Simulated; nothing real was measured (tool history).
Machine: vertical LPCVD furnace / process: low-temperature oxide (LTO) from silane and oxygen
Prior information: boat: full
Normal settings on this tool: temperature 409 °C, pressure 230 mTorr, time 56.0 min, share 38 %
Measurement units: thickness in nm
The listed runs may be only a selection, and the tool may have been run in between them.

run    hour  temperature  pressure  time  share  wafers since the last listed run  hours since the last temperature calibration  hours since the pressure gauge was zeroed  hours since the silane flow controller was replaced  hours since the gauge calibration  read-back reference wafer on the same gauge, thickness  thickness
  1     0.0          409       230  64.5     38                                 0                                         678.1                                     3727.1                                               2421.2                              884.4                                                  656.92     668.93
  2    60.1          409       230  56.0     38                              1207                                         738.2                                     3787.2                                               2481.3                              944.5                                                  656.78     577.95
  3   121.2          409       230  56.0     38                              1227                                         799.3                                     3848.3                                               2542.4                             1005.6                                                  656.96     583.14
  4   181.8          409       230  56.0     38                              1217                                         859.9                                     3908.9                                               2603.0                             1066.2                                                  657.12     583.96
  5   225.9          413       230  56.0     38                               885                                         904.0                                     3953.0                                               2647.1                             1110.3                                                  657.39     609.75
  6   260.7          413       230  56.0     38                               699                                         938.8                                     3987.8                                               2681.9                             1145.1                                                  657.17     614.12
  7   308.7          409       230  56.0     40                               964                                         986.8                                     4035.8                                               2729.9                             1193.1                                                  656.96     627.12
  8   373.5          409       230  56.0     40                              1301                                        1051.6                                     4100.6                                               2794.7                             1257.9                                                  657.45     625.53
  9   437.0          409       230  56.0     40                              1275                                        1115.1                                     4164.1                                               2858.2                             1321.4                                                  657.37     630.49
      544.5  -- silane flow controller replaced
 10   545.0          409       230  56.0     38                              1687                                        1223.1                                     4272.1                                                  0.5                             1429.4                                                  656.98     585.39
 11   570.2          409       230  56.0     38                               506                                        1248.3                                     4297.3                                                 25.7                             1454.6                                                  656.53     588.58
 12   645.5          409       230  56.0     38                              1512                                        1323.6                                     4372.6                                                101.0                             1529.9                                                  657.64     588.89
      713.7  -- pressure gauge zeroed
 13   822.8          409       230  50.5     38                              3079                                        1500.9                                      109.1                                                278.3                             1707.2                                                  656.88     511.37
 14   857.2          409       230  50.5     38                               690                                        1535.3                                      143.5                                                312.7                             1741.6                                                  656.77     514.07
      882.9  -- gauge calibrated
 15   885.5          409       230  56.0     38                               568                                        1563.6                                      171.8                                                341.0                                2.6                                                  656.98     567.67
 16   913.0          402       185  45.0     42                               552                                        1591.1                                      199.3                                                368.5                               30.1                                                  656.75     383.91
      971.9  -- thermocouples replaced and temperature profile calibrated
 17   972.4          409       230  56.0     38                               711                                           0.5                                      258.7                                                427.9                               89.5                                                  657.11     565.61
 18  1020.3          409       230  56.0     38                               962                                          48.4                                      306.6                                                475.8                              137.4                                                  657.25     567.66
 19  1075.0          420       230  56.0     38                              1098                                         103.1                                      361.3                                                530.5                              192.1                                                  656.70     635.11
 20  1124.0          409       175  56.0     38                               984                                         152.1                                      410.3                                                579.5                              241.1                                                  656.77     433.35
 21  1174.2          409       230  56.0     38                              1008                                         202.3                                      460.5                                                629.7                              291.3                                                  656.88     569.33
 22  1231.5          409       215  38.0     38                              1150                                         259.6                                      517.8                                                687.0                              348.6                                                  657.21     360.02
 23  1256.8          409       200  56.0     31                               508                                         284.9                                      543.1                                                712.3                              373.9                                                  656.76     373.80
 24  1291.0          409       230  56.0     43                               686                                         319.1                                      577.3                                                746.5                              408.1                                                  657.02     653.96
 25  1355.6          409       230  56.0     38                              1297                                         383.7                                      641.9                                                811.1                              472.7                                                  657.20     563.76
 26  1419.3          413       230  56.0     38                              1279                                         447.4                                      705.6                                                874.8                              536.4                                                  657.09     592.13
 27  1469.9          409       180  56.0     38                              1016                                         498.0                                      756.2                                                925.4                              587.0                                                  656.73     445.21
 28  1515.0          409       230  56.0     32                               905                                         543.1                                      801.3                                                970.5                              632.1                                                  657.10     454.35
 29  1542.2          409       230  62.0     38                               546                                         570.3                                      828.5                                                997.7                              659.3                                                  657.17     628.14
 30  1702.1          409       185  37.5     38                              3211                                         730.2                                      988.4                                               1157.6                              819.2                                                  656.81     306.54

Below are 3 alternative next runs, each starting from the tool's condition after run 30. Predict each:
  A  1706.3          409       230  38.0     38                                84                                         734.4                                      992.6                                               1161.8                              823.4                                                       ?          ?
  B  1706.3          409       270  56.0     38                                84                                         734.4                                      992.6                                               1161.8                              823.4                                                       ?          ?
  C  1706.3          414       230  56.0     38                                84                                         734.4                                      992.6                                               1161.8                              823.4                                                       ?          ?

run  read-back reference wafer on the same gauge, thickness  thickness
  A                                                  656.97     385.18
  B                                                  656.97     665.17
  C                                                  656.97     598.86
Stripped of hidden state, with their random variation kept, the same runs would have yielded:
run  thickness
  A     380.59
  B     658.42
  C     591.73
